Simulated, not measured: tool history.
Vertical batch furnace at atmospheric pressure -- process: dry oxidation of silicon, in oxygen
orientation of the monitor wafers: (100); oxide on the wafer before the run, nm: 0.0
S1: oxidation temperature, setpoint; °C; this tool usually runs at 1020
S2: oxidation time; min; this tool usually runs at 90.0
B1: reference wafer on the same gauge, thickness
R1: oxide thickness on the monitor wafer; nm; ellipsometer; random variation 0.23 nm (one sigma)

run,day,S1,S2,B1,R1
1,0.000,1020,90.0,87.79,80.02
2,3.971,1020,90.0,88.00,79.80
3,5.733,1020,90.0,88.14,80.68
4,9.908,1020,90.0,88.43,81.00
5,14.188,1020,90.0,88.77,81.39
6,17.150,1033,90.0,89.03,91.09
7,21.079,1033,90.0,89.46,91.46
# day 21.838: gauge calibrated
# day 29.158: boat lift adjusted
8,29.179,1020,90.0,87.49,80.28
9,32.167,1020,90.0,87.56,79.87
10,35.225,1035,71.0,87.65,78.48
# day 39.458: thermocouples replaced and temperature profile calibrated
11,39.479,1000,74.0,87.82,58.30
12,41.533,1020,90.0,88.02,80.83
13,44.488,1000,127.5,88.16,84.26
14,48.079,996,66.5,88.39,52.29
# day 50.292: gauge calibrated
15,50.383,1029,90.0,87.66,86.58
16,53.446,1033,65.5,87.67,72.85
17,55.062,1020,90.0,87.70,80.28
18,59.288,1006,59.5,87.70,53.69

Forecast each of these 5 alternatives for the next run:
A,59.542,1035,90.0,?,?
B,59.542,1008,106.5,?,?
C,59.542,1040,117.0,?,?
D,59.542,1020,130.0,?,?
E,59.542,1044,134.5,?,?

run,B1,R1
A,87.68,91.48
B,87.68,80.29
C,87.68,113.53
D,87.68,102.61
E,87.68,128.58
Take away the tool's hidden state, keep each run's random variation, and the runs would have read:
run,R1
A,91.25
B,80.08
C,113.25
D,102.35
E,128.26

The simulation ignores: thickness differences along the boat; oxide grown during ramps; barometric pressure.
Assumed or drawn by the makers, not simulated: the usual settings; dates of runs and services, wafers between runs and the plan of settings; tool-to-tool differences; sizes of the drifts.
